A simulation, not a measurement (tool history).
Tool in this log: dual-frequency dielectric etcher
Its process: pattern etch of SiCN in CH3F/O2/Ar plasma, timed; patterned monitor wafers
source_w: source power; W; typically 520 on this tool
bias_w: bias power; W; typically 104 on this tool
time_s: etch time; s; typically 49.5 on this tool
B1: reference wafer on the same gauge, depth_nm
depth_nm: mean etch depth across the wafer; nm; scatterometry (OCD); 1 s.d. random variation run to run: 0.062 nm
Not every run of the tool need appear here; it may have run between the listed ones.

run 1 hour=0 | source_w=520 bias_w=104 time_s=49.5 | B1=22.72 | depth_nm=26.8
run 2 hour=68.2 | source_w=520 bias_w=104 time_s=49.5 | B1=22.71 | depth_nm=26.87
run 3 hour=126.3 | source_w=520 bias_w=104 time_s=57.5 | B1=22.7 | depth_nm=31.1
run 4 hour=170.4 | source_w=520 bias_w=104 time_s=57.5 | B1=22.71 | depth_nm=31.13
run 5 hour=195 | source_w=520 bias_w=104 time_s=57.5 | B1=22.72 | depth_nm=31.2
-- hour=249.5 source power generator calibrated
run 6 hour=257.5 | source_w=520 bias_w=92 time_s=49.5 | B1=22.7 | depth_nm=25.56
-- hour=292.8 wet clean of the chamber
run 7 hour=293.3 | source_w=520 bias_w=92 time_s=49.5 | B1=22.72 | depth_nm=25.55
run 8 hour=350 | source_w=520 bias_w=92 time_s=49.5 | B1=22.71 | depth_nm=25.58
run 9 hour=419.2 | source_w=520 bias_w=104 time_s=49.5 | B1=22.69 | depth_nm=26.61
run 10 hour=453.3 | source_w=520 bias_w=104 time_s=49.5 | B1=22.69 | depth_nm=26.58
-- hour=582.9 upper electrode replaced
run 11 hour=607.3 | source_w=520 bias_w=104 time_s=49.5 | B1=22.71 | depth_nm=26.58
-- hour=670 bias power generator calibrated
-- hour=685.4 wet clean of the chamber
run 12 hour=685.9 | source_w=520 bias_w=80 time_s=42 | B1=22.71 | depth_nm=20.95
-- hour=688.1 gauge calibrated
run 13 hour=713.8 | source_w=440 bias_w=115 time_s=49.5 | B1=22.68 | depth_nm=26.13
run 14 hour=766.5 | source_w=520 bias_w=104 time_s=49.5 | B1=22.66 | depth_nm=26.63
run 15 hour=834.6 | source_w=520 bias_w=111 time_s=49.5 | B1=22.69 | depth_nm=27.14
run 16 hour=863.7 | source_w=520 bias_w=104 time_s=49.5 | B1=22.7 | depth_nm=26.65
run 17 hour=923.9 | source_w=520 bias_w=104 time_s=59 | B1=22.72 | depth_nm=31.77
run 18 hour=965.8 | source_w=610 bias_w=87 time_s=39.5 | B1=22.69 | depth_nm=21.28
run 19 hour=993.1 | source_w=620 bias_w=126 time_s=62.5 | B1=22.68 | depth_nm=37.55
run 20 hour=1049.3 | source_w=520 bias_w=118 time_s=43 | B1=22.72 | depth_nm=23.97
-- hour=1109.7 wet clean of the chamber
run 21 hour=1115.6 | source_w=520 bias_w=104 time_s=49.5 | B1=22.67 | depth_nm=26.73
run 22 hour=1171.9 | source_w=620 bias_w=121 time_s=64 | B1=22.69 | depth_nm=38.13
run 23 hour=1223.2 | source_w=520 bias_w=104 time_s=57.5 | B1=22.73 | depth_nm=31.04
run 24 hour=1291.9 | source_w=390 bias_w=104 time_s=53.5 | B1=22.7 | depth_nm=26.56
run 25 hour=1323.6 | source_w=570 bias_w=104 time_s=44.5 | B1=22.68 | depth_nm=24.74
run 26 hour=1355.7 | source_w=460 bias_w=104 time_s=56 | B1=22.71 | depth_nm=29.11
run 27 hour=1424.5 | source_w=520 bias_w=104 time_s=49.5 | B1=22.67 | depth_nm=26.83
-- hour=1453 wet clean of the chamber
run 28 hour=1469.1 | source_w=570 bias_w=123 time_s=49.5 | B1=22.7 | depth_nm=28.98
run 29 hour=1529.5 | source_w=640 bias_w=91 time_s=49.5 | B1=22.73 | depth_nm=27.6

Table of differences, measured result less the result of that run with no hidden state. Run-to-run variation is the same in both. Gauge scatter possibly is not:
Hidden conditions of the tool in this case: etch rate over this chamber's usual, %; source power that arrives over what is set, %; bias power that arrives over what is set, %; gauge reads high (%).
run=1 depth_nm=+0.29
run=2 depth_nm=+0.31
run=3 depth_nm=+0.38
run=4 depth_nm=+0.39
run=5 depth_nm=+0.39
run=6 depth_nm=+0.06
run=7 depth_nm=+0.07
run=8 depth_nm=+0.08
run=9 depth_nm=+0.11
run=10 depth_nm=+0.11
run=11 depth_nm=+0.15
run=12 depth_nm=+0.13
run=13 depth_nm=+0.17
run=14 depth_nm=+0.19
run=15 depth_nm=+0.2
run=16 depth_nm=+0.21
run=17 depth_nm=+0.26
run=18 depth_nm=+0.19
run=19 depth_nm=+0.34
run=20 depth_nm=+0.23
run=21 depth_nm=+0.27
run=22 depth_nm=+0.4
run=23 depth_nm=+0.35
run=24 depth_nm=+0.31
run=25 depth_nm=+0.29
run=26 depth_nm=+0.36
run=27 depth_nm=+0.34
run=28 depth_nm=+0.38
run=29 depth_nm=+0.38
